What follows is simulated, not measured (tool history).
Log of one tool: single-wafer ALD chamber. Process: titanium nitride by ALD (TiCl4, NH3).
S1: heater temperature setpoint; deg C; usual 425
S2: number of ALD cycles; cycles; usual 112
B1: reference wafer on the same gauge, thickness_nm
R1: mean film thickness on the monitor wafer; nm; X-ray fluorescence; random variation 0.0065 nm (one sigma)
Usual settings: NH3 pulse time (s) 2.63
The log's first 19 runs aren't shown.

run 20 hour=481.4 | S1=425 S2=112 NH3_pulse_time_(s)=1.74 | B1=2.248 | R1=2.611
run 21 hour=500.2 | S1=419 S2=97 NH3_pulse_time_(s)=2.63 | B1=2.250 | R1=2.276
run 22 hour=533.9 | S1=438 S2=126 NH3_pulse_time_(s)=3.52 | B1=2.253 | R1=2.989
run 23 hour=557.9 | S1=425 S2=112 NH3_pulse_time_(s)=2.63 | B1=2.256 | R1=2.647
run 24 hour=592.4 | S1=431 S2=98 NH3_pulse_time_(s)=2.90 | B1=2.259 | R1=2.329
run 25 hour=613.4 | S1=425 S2=102 NH3_pulse_time_(s)=2.35 | B1=2.262 | R1=2.407
-- hour=626.2 gauge calibrated
run 26 hour=627.2 | S1=425 S2=112 NH3_pulse_time_(s)=2.63 | B1=2.209 | R1=2.599
run 27 hour=652.3 | S1=425 S2=112 NH3_pulse_time_(s)=2.63 | B1=2.208 | R1=2.585
run 28 hour=686.4 | S1=425 S2=120 NH3_pulse_time_(s)=2.63 | B1=2.208 | R1=2.779
run 29 hour=709.5 | S1=419 S2=112 NH3_pulse_time_(s)=2.63 | B1=2.208 | R1=2.585
run 30 hour=731.8 | S1=418 S2=91 NH3_pulse_time_(s)=2.14 | B1=2.209 | R1=2.088
run 31 hour=744.5 | S1=425 S2=112 NH3_pulse_time_(s)=2.63 | B1=2.209 | R1=2.595
run 32 hour=774.1 | S1=436 S2=112 NH3_pulse_time_(s)=2.63 | B1=2.209 | R1=2.601
run 33 hour=793.6 | S1=433 S2=120 NH3_pulse_time_(s)=2.63 | B1=2.210 | R1=2.773
run 34 hour=822.5 | S1=425 S2=112 NH3_pulse_time_(s)=2.32 | B1=2.210 | R1=2.586
run 35 hour=836.0 | S1=414 S2=112 NH3_pulse_time_(s)=2.63 | B1=2.211 | R1=2.584
run 36 hour=856.2 | S1=431 S2=98 NH3_pulse_time_(s)=2.90 | B1=2.212 | R1=2.280

4 ways to go on from here, each from the tool as it stands after run 36. What would each give?
run A hour=856.9 | S1=425 S2=118 NH3_pulse_time_(s)=2.63 | B1=? | R1=?
run B hour=856.9 | S1=425 S2=130 NH3_pulse_time_(s)=2.63 | B1=? | R1=?
run C hour=856.9 | S1=431 S2=112 NH3_pulse_time_(s)=2.14 | B1=? | R1=?
run D hour=856.9 | S1=430 S2=124 NH3_pulse_time_(s)=2.63 | B1=? | R1=?

run=A B1=2.211 R1=2.733
run=B B1=2.211 R1=3.010
run=C B1=2.211 R1=2.578
run=D B1=2.211 R1=2.870
Without the tool's hidden state the same runs would have given:
run=A R1=2.731
run=B R1=3.008
run=C R1=2.576
run=D R1=2.868
